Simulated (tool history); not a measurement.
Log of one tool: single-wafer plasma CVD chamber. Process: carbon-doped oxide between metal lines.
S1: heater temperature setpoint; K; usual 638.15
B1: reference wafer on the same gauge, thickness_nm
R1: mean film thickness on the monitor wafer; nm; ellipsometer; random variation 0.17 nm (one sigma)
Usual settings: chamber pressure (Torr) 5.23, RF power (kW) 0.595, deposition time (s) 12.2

{"run": 1, "day": 0.0, "S1": 638.15, "chamber pressure (Torr)": 5.23, "RF power (kW)": 0.595, "deposition time (s)": 12.2, "B1": 71.477, "R1": 64.78}
{"run": 2, "day": 2.629, "S1": 638.15, "chamber pressure (Torr)": 5.23, "RF power (kW)": 0.595, "deposition time (s)": 12.2, "B1": 71.462, "R1": 64.894}
{"run": 3, "day": 4.712, "S1": 638.15, "chamber pressure (Torr)": 5.23, "RF power (kW)": 0.595, "deposition time (s)": 11, "B1": 71.542, "R1": 58.416}
{"run": 4, "day": 5.971, "S1": 638.15, "chamber pressure (Torr)": 5.23, "RF power (kW)": 0.595, "deposition time (s)": 11, "B1": 71.456, "R1": 58.348}
{"run": 5, "day": 8.85, "S1": 638.15, "chamber pressure (Torr)": 5.23, "RF power (kW)": 0.595, "deposition time (s)": 11, "B1": 71.56, "R1": 58.525}
{"run": 6, "day": 11.654, "S1": 638.15, "chamber pressure (Torr)": 5.23, "RF power (kW)": 0.595, "deposition time (s)": 12.2, "B1": 71.496, "R1": 64.58}
{"run": 7, "day": 13.321, "S1": 635.15, "chamber pressure (Torr)": 5.23, "RF power (kW)": 0.595, "deposition time (s)": 12.2, "B1": 71.58, "R1": 65.229}
{"run": 8, "day": 16.021, "S1": 635.15, "chamber pressure (Torr)": 5.23, "RF power (kW)": 0.595, "deposition time (s)": 12.2, "B1": 71.479, "R1": 65.173}
{"run": 9, "day": 18.992, "S1": 638.15, "chamber pressure (Torr)": 5.23, "RF power (kW)": 0.595, "deposition time (s)": 12.2, "B1": 71.509, "R1": 64.669}
{"run": 10, "day": 22.533, "S1": 638.15, "chamber pressure (Torr)": 5.23, "RF power (kW)": 0.595, "deposition time (s)": 12.2, "B1": 71.516, "R1": 64.872}
{"run": 11, "day": 23.738, "S1": 638.15, "chamber pressure (Torr)": 5.23, "RF power (kW)": 0.595, "deposition time (s)": 12.2, "B1": 71.437, "R1": 64.847}
{"run": 12, "day": 25.329, "S1": 638.15, "chamber pressure (Torr)": 5.23, "RF power (kW)": 0.595, "deposition time (s)": 13.9, "B1": 71.459, "R1": 73.299}
{"run": 13, "day": 26.6, "S1": 638.15, "chamber pressure (Torr)": 5.23, "RF power (kW)": 0.595, "deposition time (s)": 11, "B1": 71.529, "R1": 58.645}
{"run": 14, "day": 28.292, "S1": 638.15, "chamber pressure (Torr)": 6.15, "RF power (kW)": 0.595, "deposition time (s)": 10, "B1": 71.509, "R1": 53.782}
{"run": 15, "day": 30.675, "S1": 652.15, "chamber pressure (Torr)": 4.16, "RF power (kW)": 0.5, "deposition time (s)": 10.8, "B1": 71.495, "R1": 47.041}
{"run": 16, "day": 31.925, "S1": 653.15, "chamber pressure (Torr)": 6.53, "RF power (kW)": 0.595, "deposition time (s)": 12.2, "B1": 71.602, "R1": 63.89}
{"run": 17, "day": 34.725, "S1": 638.15, "chamber pressure (Torr)": 5.23, "RF power (kW)": 0.595, "deposition time (s)": 12.2, "B1": 71.415, "R1": 64.669}
{"run": 18, "day": 36.096, "S1": 638.15, "chamber pressure (Torr)": 5.23, "RF power (kW)": 0.595, "deposition time (s)": 12.2, "B1": 71.428, "R1": 64.931}
{"run": 19, "day": 37.992, "S1": 638.15, "chamber pressure (Torr)": 4.55, "RF power (kW)": 0.595, "deposition time (s)": 12.2, "B1": 71.519, "R1": 64.411}
{"run": 20, "day": 39.258, "S1": 644.15, "chamber pressure (Torr)": 6.37, "RF power (kW)": 0.485, "deposition time (s)": 13.3, "B1": 71.502, "R1": 61.263}
{"run": 21, "day": 41.5, "S1": 638.15, "chamber pressure (Torr)": 5.23, "RF power (kW)": 0.595, "deposition time (s)": 12.2, "B1": 71.555, "R1": 65.385}
{"run": 22, "day": 42.788, "S1": 625.15, "chamber pressure (Torr)": 4.05, "RF power (kW)": 0.595, "deposition time (s)": 12.2, "B1": 71.387, "R1": 65.778}
{"run": 23, "day": 44.517, "S1": 628.15, "chamber pressure (Torr)": 4.74, "RF power (kW)": 0.595, "deposition time (s)": 12.2, "B1": 71.606, "R1": 66.293}
{"run": 24, "day": 45.704, "S1": 638.15, "chamber pressure (Torr)": 5.23, "RF power (kW)": 0.595, "deposition time (s)": 12.2, "B1": 71.474, "R1": 65.324}
{"run": 25, "day": 48.546, "S1": 638.15, "chamber pressure (Torr)": 4.59, "RF power (kW)": 0.595, "deposition time (s)": 12.2, "B1": 71.483, "R1": 64.264}
{"run": 26, "day": 50.246, "S1": 651.15, "chamber pressure (Torr)": 5.63, "RF power (kW)": 0.48, "deposition time (s)": 12.2, "B1": 71.445, "R1": 53.857}
{"run": 27, "day": 51.917, "S1": 626.15, "chamber pressure (Torr)": 5.73, "RF power (kW)": 0.55, "deposition time (s)": 14.3, "B1": 71.419, "R1": 74.857}
{"run": 28, "day": 53.867, "S1": 638.15, "chamber pressure (Torr)": 5.23, "RF power (kW)": 0.495, "deposition time (s)": 12.2, "B1": 71.54, "R1": 56.241}
{"run": 29, "day": 55.996, "S1": 638.15, "chamber pressure (Torr)": 5.23, "RF power (kW)": 0.595, "deposition time (s)": 12.2, "B1": 71.425, "R1": 64.923}
{"run": 30, "day": 58.412, "S1": 641.15, "chamber pressure (Torr)": 5.23, "RF power (kW)": 0.595, "deposition time (s)": 12.2, "B1": 71.533, "R1": 64.331}

Taken out of this log: 5 entries between the listed runs. Where each belongs, and how the hidden state differs across it:
Between runs 6 and 7: gauge calibrated (day 13.112)
  wafer temperature above the value expected at the setpoint (K): 5.34 -> 5.43
  measured less the result without the state, R1: -0.942 -> -0.99 nm
Between runs 8 and 9: showerhead replaced (day 17.971)
  wafer temperature above the value expected at the setpoint (K): 5.55 -> 5.68
  measured less the result without the state, R1: -1.012 -> -0.998 nm
Between runs 12 and 13: capacitance manometer re-zeroed and calibrated (day 25.779)
  wafer temperature above the value expected at the setpoint (K): 5.89 -> 5.93
  measured less the result without the state, R1: -1.172 -> -0.944 nm
Between runs 18 and 19: thermocouple changed; heater temperature recalibrated (day 36.771)
  wafer temperature above the value expected at the setpoint (K): 6.16 -> 0.29
  measured less the result without the state, R1: -1.083 -> -0.051 nm
Between runs 22 and 23: RF generator calibrated (day 43.462)
  wafer temperature above the value expected at the setpoint (K): 1.36 -> 1.7
  measured less the result without the state, R1: -0.279 -> -0.348 nm
